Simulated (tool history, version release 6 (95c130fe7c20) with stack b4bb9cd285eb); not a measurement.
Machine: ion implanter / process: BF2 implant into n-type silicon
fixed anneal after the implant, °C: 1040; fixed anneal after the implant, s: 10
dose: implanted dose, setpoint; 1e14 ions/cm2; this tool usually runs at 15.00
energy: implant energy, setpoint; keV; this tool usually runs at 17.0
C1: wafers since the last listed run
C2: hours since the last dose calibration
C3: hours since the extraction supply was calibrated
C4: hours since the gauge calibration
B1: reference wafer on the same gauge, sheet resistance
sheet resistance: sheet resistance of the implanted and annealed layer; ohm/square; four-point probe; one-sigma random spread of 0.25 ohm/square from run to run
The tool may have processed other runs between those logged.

Run 1, hour 0.0: usual settings; C1 0; C2 1666.3; C3 3620.3; C4 207.0; B1 159.03. Result: sheet resistance 167.57 ohm/square.
Run 2, hour 13.6: usual settings; C1 269; C2 1679.9; C3 3633.9; C4 220.6; B1 159.03. Result: sheet resistance 167.62 ohm/square.
Run 3, hour 20.2: usual settings; C1 130; C2 1686.5; C3 3640.5; C4 227.2; B1 158.98. Result: sheet resistance 167.48 ohm/square.
Run 4, hour 28.9: usual settings but dose 17.86 1e14 ions/cm2, energy 13.5 keV; C1 172; C2 1695.2; C3 3649.2; C4 235.9; B1 158.99. Result: sheet resistance 177.05 ohm/square.
Run 5, hour 38.6: usual settings but energy 15.0 keV; C1 191; C2 1704.9; C3 3658.9; C4 245.6; B1 159.06. Result: sheet resistance 174.89 ohm/square.
Run 6, hour 67.4: usual settings but energy 15.0 keV; C1 569; C2 1733.7; C3 3687.7; C4 274.4; B1 159.04. Result: sheet resistance 175.00 ohm/square.
Run 7, hour 85.0: usual settings; C1 348; C2 1751.3; C3 3705.3; C4 292.0; B1 158.99. Result: sheet resistance 167.22 ohm/square.
Run 8, hour 101.2: usual settings; C1 320; C2 1767.5; C3 3721.5; C4 308.2; B1 159.01. Result: sheet resistance 167.79 ohm/square.
Run 9, hour 107.5: usual settings; C1 124; C2 1773.8; C3 3727.8; C4 314.5; B1 158.95. Result: sheet resistance 167.41 ohm/square.
Run 10, hour 118.7: usual settings; C1 221; C2 1785.0; C3 3739.0; C4 325.7; B1 159.03. Result: sheet resistance 166.94 ohm/square.
Run 11, hour 136.2: usual settings; C1 346; C2 1802.5; C3 3756.5; C4 343.2; B1 159.04. Result: sheet resistance 167.80 ohm/square.
Run 12, hour 152.9: usual settings but energy 19.5 keV; C1 330; C2 1819.2; C3 3773.2; C4 359.9; B1 159.04. Result: sheet resistance 158.54 ohm/square.
Run 13, hour 159.4: usual settings but dose 13.47 1e14 ions/cm2; C1 128; C2 1825.7; C3 3779.7; C4 366.4; B1 159.04. Result: sheet resistance 171.52 ohm/square.
At hour 167.6: extraction supply calibrated.
Run 14, hour 168.1: usual settings but dose 13.47 1e14 ions/cm2; C1 13; C2 1834.4; C3 0.5; C4 375.1; B1 158.95. Result: sheet resistance 171.01 ohm/square.
Run 15, hour 176.4: usual settings; C1 164; C2 1842.7; C3 8.8; C4 383.4; B1 158.98. Result: sheet resistance 167.30 ohm/square.
Run 16, hour 189.9: usual settings; C1 267; C2 1856.2; C3 22.3; C4 396.9; B1 158.99. Result: sheet resistance 167.12 ohm/square.
At hour 191.5: gauge calibrated.
Run 17, hour 204.3: usual settings; C1 284; C2 1870.6; C3 36.7; C4 12.8; B1 159.01. Result: sheet resistance 167.06 ohm/square.
Run 18, hour 221.9: usual settings; C1 348; C2 1888.2; C3 54.3; C4 30.4; B1 159.01. Result: sheet resistance 167.71 ohm/square.
At hour 235.8: Faraday cup replaced and dose calibrated.
Run 19, hour 251.3: usual settings; C1 423; C2 15.5; C3 83.7; C4 59.8; B1 158.99. Result: sheet resistance 167.56 ohm/square.
Run 20, hour 259.4: usual settings; C1 160; C2 23.6; C3 91.8; C4 67.9; B1 159.01. Result: sheet resistance 167.96 ohm/square.
Run 21, hour 270.4: usual settings; C1 217; C2 34.6; C3 102.8; C4 78.9; B1 159.06. Result: sheet resistance 167.12 ohm/square.
Run 22, hour 277.0: usual settings; C1 130; C2 41.2; C3 109.4; C4 85.5; B1 158.95. Result: sheet resistance 167.43 ohm/square.
Run 23, hour 289.0: usual settings but dose 10.86 1e14 ions/cm2; C1 237; C2 53.2; C3 121.4; C4 97.5; B1 158.97. Result: sheet resistance 182.65 ohm/square.
Run 24, hour 297.5: usual settings but dose 11.31 1e14 ions/cm2, energy 20.0 keV; C1 168; C2 61.7; C3 129.9; C4 106.0; B1 158.99. Result: sheet resistance 169.83 ohm/square.
Run 25, hour 307.0: usual settings; C1 187; C2 71.2; C3 139.4; C4 115.5; B1 159.04. Result: sheet resistance 167.48 ohm/square.
Run 26, hour 316.8: usual settings but dose 10.55 1e14 ions/cm2, energy 18.5 keV; C1 193; C2 81.0; C3 149.2; C4 125.3; B1 159.00. Result: sheet resistance 179.19 ohm/square.
Run 27, hour 327.8: usual settings but energy 12.5 keV; C1 217; C2 92.0; C3 160.2; C4 136.3; B1 159.03. Result: sheet resistance 185.31 ohm/square.
Run 28, hour 333.9: usual settings; C1 120; C2 98.1; C3 166.3; C4 142.4; B1 158.96. Result: sheet resistance 167.45 ohm/square.
Run 29, hour 342.4: usual settings but dose 11.31 1e14 ions/cm2, energy 13.5 keV; C1 168; C2 106.6; C3 174.8; C4 150.9; B1 158.98. Result: sheet resistance 193.89 ohm/square.
Run 30, hour 355.0: usual settings but energy 22.0 keV; C1 249; C2 119.2; C3 187.4; C4 163.5; B1 159.03. Result: sheet resistance 150.99 ohm/square.
Run 31, hour 368.4: usual settings but dose 17.08 1e14 ions/cm2, energy 11.5 keV; C1 265; C2 132.6; C3 200.8; C4 176.9; B1 159.07. Result: sheet resistance 186.68 ohm/square.
Run 32, hour 379.1: usual settings; C1 211; C2 143.3; C3 211.5; C4 187.6; B1 158.99. Result: sheet resistance 167.27 ohm/square.
Run 33, hour 385.4: usual settings but energy 13.0 keV; C1 124; C2 149.6; C3 217.8; C4 193.9; B1 159.01. Result: sheet resistance 183.50 ohm/square.
Run 34, hour 397.9: usual settings but dose 10.51 1e14 ions/cm2; C1 247; C2 162.1; C3 230.3; C4 206.4; B1 158.95. Result: sheet resistance 184.68 ohm/square.
Run 35, hour 407.5: usual settings but dose 16.27 1e14 ions/cm2, energy 19.5 keV; C1 189; C2 171.7; C3 239.9; C4 216.0; B1 159.00. Result: sheet resistance 156.33 ohm/square.
Run 36, hour 416.9: usual settings but dose 10.83 1e14 ions/cm2, energy 14.0 keV; C1 186; C2 181.1; C3 249.3; C4 225.4; B1 159.01. Result: sheet resistance 194.63 ohm/square.
Run 37, hour 427.7: usual settings but dose 17.03 1e14 ions/cm2, energy 20.5 keV; C1 213; C2 191.9; C3 260.1; C4 236.2; B1 159.03. Result: sheet resistance 152.63 ohm/square.
Run 38, hour 436.0: usual settings but dose 16.93 1e14 ions/cm2; C1 164; C2 200.2; C3 268.4; C4 244.5; B1 158.92. Result: sheet resistance 163.84 ohm/square.

Branching from run 38: 3 alternative next runs. What would each branch give?
Run A, hour 436.4: usual settings but energy 21.0 keV; C1 7; C2 200.6; C3 268.8; C4 244.9; B1 ?. Result: sheet resistance ?.
Run B, hour 436.4: usual settings but dose 12.48 1e14 ions/cm2, energy 11.5 keV; C1 7; C2 200.6; C3 268.8; C4 244.9; B1 ?. Result: sheet resistance ?.
Run C, hour 436.4: usual settings but dose 13.29 1e14 ions/cm2, energy 14.5 keV; C1 7; C2 200.6; C3 268.8; C4 244.9; B1 ?. Result: sheet resistance ?.

run      B1  sheet resistance
  A  159.01            154.11
  B  159.01            197.56
  C  159.01            181.29
Without the tool's unlogged condition, the same runs would have read:
run  sheet resistance
  A            154.11
  B            197.56
  C            181.29
